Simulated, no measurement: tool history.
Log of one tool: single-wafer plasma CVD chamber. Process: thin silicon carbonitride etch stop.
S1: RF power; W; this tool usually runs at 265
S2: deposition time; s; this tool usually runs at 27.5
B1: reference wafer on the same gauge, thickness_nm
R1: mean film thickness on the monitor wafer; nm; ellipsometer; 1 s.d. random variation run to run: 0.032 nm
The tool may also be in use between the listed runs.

{"run": 1, "day": 0.0, "S1": 265, "S2": 27.5, "B1": 18.501, "R1": 16.834}
{"run": 2, "day": 0.379, "S1": 230, "S2": 27.5, "B1": 18.486, "R1": 15.747}
{"run": 3, "day": 1.029, "S1": 230, "S2": 27.5, "B1": 18.498, "R1": 15.701}
{"run": 4, "day": 1.55, "S1": 230, "S2": 31.2, "B1": 18.507, "R1": 17.839}
{"run": 5, "day": 2.217, "S1": 230, "S2": 31.2, "B1": 18.514, "R1": 17.856}
{"run": 6, "day": 2.625, "S1": 265, "S2": 27.5, "B1": 18.503, "R1": 16.853}
{"run": 7, "day": 3.008, "S1": 265, "S2": 27.5, "B1": 18.486, "R1": 16.787}
{"run": 8, "day": 3.329, "S1": 265, "S2": 27.5, "B1": 18.498, "R1": 16.786}
{"run": 9, "day": 3.7, "S1": 265, "S2": 27.5, "B1": 18.498, "R1": 16.78}
{"run": 10, "day": 4.042, "S1": 230, "S2": 24.8, "B1": 18.51, "R1": 14.154}
{"run": 11, "day": 4.712, "S1": 230, "S2": 24.8, "B1": 18.49, "R1": 14.15}
{"day": 4.958, "done": "gauge calibrated"}
{"run": 12, "day": 5.358, "S1": 290, "S2": 27.5, "B1": 18.499, "R1": 17.458}
{"run": 13, "day": 5.983, "S1": 265, "S2": 23.8, "B1": 18.506, "R1": 14.531}
{"run": 14, "day": 6.654, "S1": 250, "S2": 25.8, "B1": 18.51, "R1": 15.324}
{"run": 15, "day": 7.175, "S1": 265, "S2": 27.5, "B1": 18.502, "R1": 16.769}
{"day": 7.608, "done": "thermocouple changed; heater temperature recalibrated"}
{"run": 16, "day": 7.862, "S1": 265, "S2": 30.1, "B1": 18.498, "R1": 18.366}
{"run": 17, "day": 8.342, "S1": 295, "S2": 25.2, "B1": 18.494, "R1": 16.113}
{"day": 8.921, "done": "RF generator calibrated"}
{"run": 18, "day": 8.942, "S1": 265, "S2": 27.5, "B1": 18.496, "R1": 17.379}
{"run": 19, "day": 9.417, "S1": 305, "S2": 22.2, "B1": 18.505, "R1": 14.9}
{"day": 10.358, "done": "showerhead replaced"}
{"run": 20, "day": 10.379, "S1": 265, "S2": 27.5, "B1": 18.488, "R1": 17.368}
{"run": 21, "day": 10.425, "S1": 290, "S2": 24.3, "B1": 18.5, "R1": 15.944}
{"run": 22, "day": 11.025, "S1": 245, "S2": 23.1, "B1": 18.504, "R1": 14.021}
{"run": 23, "day": 11.554, "S1": 295, "S2": 23.1, "B1": 18.503, "R1": 15.258}
{"run": 24, "day": 12.108, "S1": 220, "S2": 24.2, "B1": 18.506, "R1": 13.935}
{"run": 25, "day": 12.488, "S1": 220, "S2": 24.2, "B1": 18.494, "R1": 13.954}
{"run": 26, "day": 12.829, "S1": 265, "S2": 27.5, "B1": 18.499, "R1": 17.313}
{"run": 27, "day": 13.2, "S1": 265, "S2": 27.5, "B1": 18.513, "R1": 17.327}
{"run": 28, "day": 13.829, "S1": 265, "S2": 27.5, "B1": 18.501, "R1": 17.385}
{"run": 29, "day": 14.829, "S1": 230, "S2": 24.8, "B1": 18.496, "R1": 14.624}
{"run": 30, "day": 15.225, "S1": 290, "S2": 23.2, "B1": 18.505, "R1": 15.137}
{"run": 31, "day": 15.508, "S1": 295, "S2": 23.5, "B1": 18.496, "R1": 15.524}
{"run": 32, "day": 15.958, "S1": 235, "S2": 30.4, "B1": 18.501, "R1": 18.109}
{"run": 33, "day": 16.317, "S1": 310, "S2": 24.1, "B1": 18.498, "R1": 16.262}
{"run": 34, "day": 16.867, "S1": 305, "S2": 29.3, "B1": 18.501, "R1": 19.609}

5 ways to go on from here, each from the tool as it stands after run 34. What would each give?
{"run": "A", "day": 16.883, "S1": 265, "S2": 27.5, "B1": "?", "R1": "?"}
{"run": "B", "day": 16.883, "S1": 225, "S2": 32.8, "B1": "?", "R1": "?"}
{"run": "C", "day": 16.883, "S1": 305, "S2": 27.5, "B1": "?", "R1": "?"}
{"run": "D", "day": 16.883, "S1": 290, "S2": 26.1, "B1": "?", "R1": "?"}
{"run": "E", "day": 16.883, "S1": 300, "S2": 27.5, "B1": "?", "R1": "?"}

run=A B1=18.509 R1=17.278
run=B B1=18.509 R1=19.066
run=C B1=18.509 R1=18.377
run=D B1=18.509 R1=17.068
run=E B1=18.509 R1=18.248
The same runs, with their run-to-run variation unchanged, on a tool lacking any hidden condition would have given:
run=A R1=17.360
run=B R1=19.157
run=C R1=18.464
run=D R1=17.149
run=E R1=18.335
